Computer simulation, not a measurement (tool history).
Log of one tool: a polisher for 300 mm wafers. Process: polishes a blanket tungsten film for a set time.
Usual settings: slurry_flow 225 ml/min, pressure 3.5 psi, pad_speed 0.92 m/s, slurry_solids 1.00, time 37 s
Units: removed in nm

run,hour,slurry_flow,pressure,pad_speed,slurry_solids,time,wafers since the last listed run,wafers polished on this pad,hours since the slurry nozzle was cleaned,hours since the head pressure was calibrated,hours since the slurry blender was calibrated,hours since the slurry got fresh peroxide,"incoming thickness of the incoming film, nm",removed
1,0.0,225,3.7,0.92,1.00,46,0,871,290.3,445.4,298.5,115.5,1346.1,223.3
2,15.8,225,3.5,0.92,1.00,37,161,1032,306.1,461.2,314.3,131.3,1355.2,168.6
# hour 25.3: slurry blender recalibrated
3,26.4,225,3.5,0.92,1.00,37,87,1120,316.7,471.8,1.1,141.9,1350.7,166.5
4,38.3,225,3.5,0.92,1.00,37,121,1241,328.6,483.7,13.0,153.8,1324.8,165.8
# hour 47.0: worn pad replaced by a new one
5,48.3,225,3.5,0.92,0.85,37,61,13,338.6,493.7,23.0,163.8,1354.6,159.5
# hour 51.3: slurry tank refilled with fresh slurry and peroxide
6,56.5,225,3.5,0.92,0.85,37,73,86,346.8,501.9,31.2,5.2,1344.5,159.1
7,66.2,225,3.5,0.92,1.00,37,99,185,356.5,511.6,40.9,14.9,1370.3,162.4
8,74.7,280,3.5,1.12,1.00,40,86,272,365.0,520.1,49.4,23.4,1343.2,218.5
9,83.8,225,3.5,0.92,1.00,41,92,365,374.1,529.2,58.5,32.5,1355.8,179.3
10,91.4,225,2.3,0.92,1.00,37,77,443,381.7,536.8,66.1,40.1,1366.9,106.0
# hour 97.2: head pressure recalibrated
11,97.9,225,2.6,0.92,0.75,37,45,489,388.2,0.7,72.6,46.6,1365.3,115.8
# hour 106.6: slurry blender recalibrated, repeated, since the last time left the tool worse
12,112.7,205,4.6,0.74,1.00,37,130,619,403.0,15.5,6.1,61.4,1344.6,184.7
# hour 115.4: slurry nozzle cleaned
13,161.1,225,3.5,0.92,0.85,37,483,1103,45.7,63.9,54.5,109.8,1333.5,168.9
# hour 174.2: worn pad replaced by a new one
14,174.7,225,3.5,0.92,1.00,37,98,5,59.3,77.5,68.1,123.4,1378.9,175.4
15,184.3,225,3.5,1.06,1.00,29,98,103,68.9,87.1,77.7,133.0,1350.6,157.3
16,200.1,225,3.5,0.92,1.00,37,161,264,84.7,102.9,93.5,148.8,1364.6,173.8
# hour 207.5: slurry tank refilled with fresh slurry and peroxide
17,208.0,225,2.3,0.92,1.15,32,70,335,92.6,110.8,101.4,0.5,1353.6,100.5
18,218.0,175,3.5,0.62,1.10,42,102,437,102.6,120.8,111.4,10.5,1369.6,128.9
19,228.8,225,3.5,0.92,1.30,44,110,547,113.4,131.6,122.2,21.3,1344.5,215.6
20,246.8,225,3.5,0.92,0.80,37,183,731,131.4,149.6,140.2,39.3,1361.1,165.2
21,257.7,225,3.8,0.92,1.25,37,111,842,142.3,160.5,151.1,50.2,1340.0,193.4
22,271.4,225,3.5,0.92,1.00,37,139,982,156.0,174.2,164.8,63.9,1329.9,173.0
23,284.4,225,3.5,0.92,1.00,37,132,1115,169.0,187.2,177.8,76.9,1355.0,173.3
24,296.6,225,3.5,0.92,1.00,30,124,1240,181.2,199.4,190.0,89.1,1345.4,139.3
# hour 306.4: worn pad replaced by a new one
25,311.5,225,3.5,0.92,1.00,37,111,51,196.1,214.3,204.9,104.0,1351.4,173.6
26,324.0,280,3.5,1.12,1.00,40,127,179,208.6,226.8,217.4,116.5,1363.5,232.1
27,337.0,225,4.6,0.92,1.25,47,132,312,221.6,239.8,230.4,129.5,1324.1,295.1

Forecast each of these 3 alternatives for the next run:
A,337.4,225,4.5,0.92,1.00,37,4,316,222.0,240.2,230.8,129.9,1355.9,?
B,337.4,225,2.7,0.92,1.00,37,4,316,222.0,240.2,230.8,129.9,1355.9,?
C,337.4,225,4.0,0.92,1.00,37,4,316,222.0,240.2,230.8,129.9,1355.9,?

run,removed
A,217.5
B,130.5
C,193.3
Without the tool's hidden state the same runs would have given:
run,removed
A,225.5
B,135.3
C,200.4
